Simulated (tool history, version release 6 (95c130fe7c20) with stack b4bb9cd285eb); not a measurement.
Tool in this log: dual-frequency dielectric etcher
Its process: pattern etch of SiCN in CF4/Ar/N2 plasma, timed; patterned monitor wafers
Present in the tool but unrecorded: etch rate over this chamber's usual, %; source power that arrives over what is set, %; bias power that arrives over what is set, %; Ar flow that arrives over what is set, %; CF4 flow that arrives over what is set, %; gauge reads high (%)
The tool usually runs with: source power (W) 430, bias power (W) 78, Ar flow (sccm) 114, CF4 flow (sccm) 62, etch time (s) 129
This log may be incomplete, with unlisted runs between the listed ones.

run	hour	source power (W)	bias power (W)	Ar flow (sccm)	CF4 flow (sccm)	etch time (s)	wafers since the last listed run	hours since the last wet clean	hours since the last source power generator calibration	hours since the last bias power generator calibration	hours since the last Ar flow controller change	hours since the last CF4 flow controller change	hours since the last upper electrode change	hours since the gauge calibration	read-back reference wafer on the same gauge, depth_nm	mean etch depth across the wafer (Å)
1	0	430	78	114	58	129	0	338.5	3589.7	3416.6	4653.3	1517	4409.9	1277.5	119	1028
2	37.6	430	78	114	62	129	393	376.1	3627.3	3454.2	4690.9	1554.6	4447.5	1315.1	119	1048
# hour 57.1: source power generator calibrated
# hour 80: wet clean of the chamber
3	105.9	430	60	114	62	129	433	25.9	48.8	3522.5	4759.2	1622.9	4515.8	1383.4	119	946
4	162.5	510	78	132	62	166	592	82.5	105.4	3579.1	4815.8	1679.5	4572.4	1440	119.1	1575
# hour 210.1: CF4 flow controller replaced
5	224	430	78	114	62	129	581	144	166.9	3640.6	4877.3	13.9	4633.9	1501.5	119	1028
6	284.6	430	86	114	62	101.5	634	204.6	227.5	3701.2	4937.9	74.5	4694.5	1562.1	119	846
# hour 310.6: bias power generator calibrated
7	320.9	430	78	98	62	129	338	240.9	263.8	10.3	4974.2	110.8	4730.8	1598.4	119	1057
8	347.9	350	65	114	62	93	282	267.9	290.8	37.3	5001.2	137.8	4757.8	1625.4	119	555
# hour 352: gauge calibrated
9	406.6	390	68	114	56	141.5	614	326.6	349.5	96	5059.9	196.5	4816.5	54.6	119.1	942
10	440.6	430	61	114	52	115.5	355	360.6	383.5	130	5093.9	230.5	4850.5	88.6	119	802
# hour 499: Ar flow controller replaced
# hour 519.7: upper electrode replaced
# hour 523.7: wet clean of the chamber
11	524.2	510	90	114	62	129	553	0.5	467.1	213.6	25.2	314.1	4.5	172.2	119	1308
12	542.5	430	78	114	62	129	191	18.8	485.4	231.9	43.5	332.4	22.8	190.5	119	1043
13	575.4	490	97	114	62	129	344	51.7	518.3	264.8	76.4	365.3	55.7	223.4	119	1301
14	630.5	340	78	141	58	129	576	106.8	573.4	319.9	131.5	420.4	110.8	278.5	119	774
15	665	430	78	114	62	129	361	141.3	607.9	354.4	166	454.9	145.3	313	119	1041
16	716	390	65	114	62	129	533	192.3	658.9	405.4	217	505.9	196.3	364	119	874
17	754.8	430	78	114	62	106	406	231.1	697.7	444.2	255.8	544.7	235.1	402.8	119	854
18	812.9	430	78	114	66	97.5	608	289.2	755.8	502.3	313.9	602.8	293.2	460.9	119	803
19	871.3	430	78	114	62	103	611	347.6	814.2	560.7	372.3	661.2	351.6	519.3	119	832
# hour 918.7: wet clean of the chamber
20	932.4	400	78	135	62	129	388	13.7	875.3	621.8	433.4	722.3	412.7	580.4	119	944
21	962.1	430	78	114	72	129	310	43.4	905	651.5	463.1	752	442.4	610.1	119	1078

How the hidden state differs across the entries between the runs, from the last listed run before each to the first after it:
Run 2 -> run 3: source power generator calibrated (hour 57.1); wet clean of the chamber (hour 80)
  CF4 flow that arrives over what is set, %: 7.17 -> 7.25
  measured result minus the result with no hidden state, mean etch depth across the wafer (Å): +17 -> +17
Run 4 -> run 5: CF4 flow controller replaced (hour 210.1)
  CF4 flow that arrives over what is set, %: 7.31 -> -0.718
  measured result minus the result with no hidden state, mean etch depth across the wafer (Å): +27 -> -2
Run 6 -> run 7: bias power generator calibrated (hour 310.6)
  CF4 flow that arrives over what is set, %: 0.00907 -> 0.413
  measured result minus the result with no hidden state, mean etch depth across the wafer (Å): +0 -> +1
Run 8 -> run 9: gauge calibrated (hour 352)
  CF4 flow that arrives over what is set, %: 0.7 -> 1.28
  measured result minus the result with no hidden state, mean etch depth across the wafer (Å): +1 -> +3
Run 10 -> run 11: Ar flow controller replaced (hour 499); upper electrode replaced (hour 519.7); wet clean of the chamber (hour 523.7)
  CF4 flow that arrives over what is set, %: 1.6 -> 2.31
  measured result minus the result with no hidden state, mean etch depth across the wafer (Å): +4 -> +7
Run 19 -> run 20: wet clean of the chamber (hour 918.7)
  CF4 flow that arrives over what is set, %: 4.45 -> 4.72
  measured result minus the result with no hidden state, mean etch depth across the wafer (Å): +9 -> +10

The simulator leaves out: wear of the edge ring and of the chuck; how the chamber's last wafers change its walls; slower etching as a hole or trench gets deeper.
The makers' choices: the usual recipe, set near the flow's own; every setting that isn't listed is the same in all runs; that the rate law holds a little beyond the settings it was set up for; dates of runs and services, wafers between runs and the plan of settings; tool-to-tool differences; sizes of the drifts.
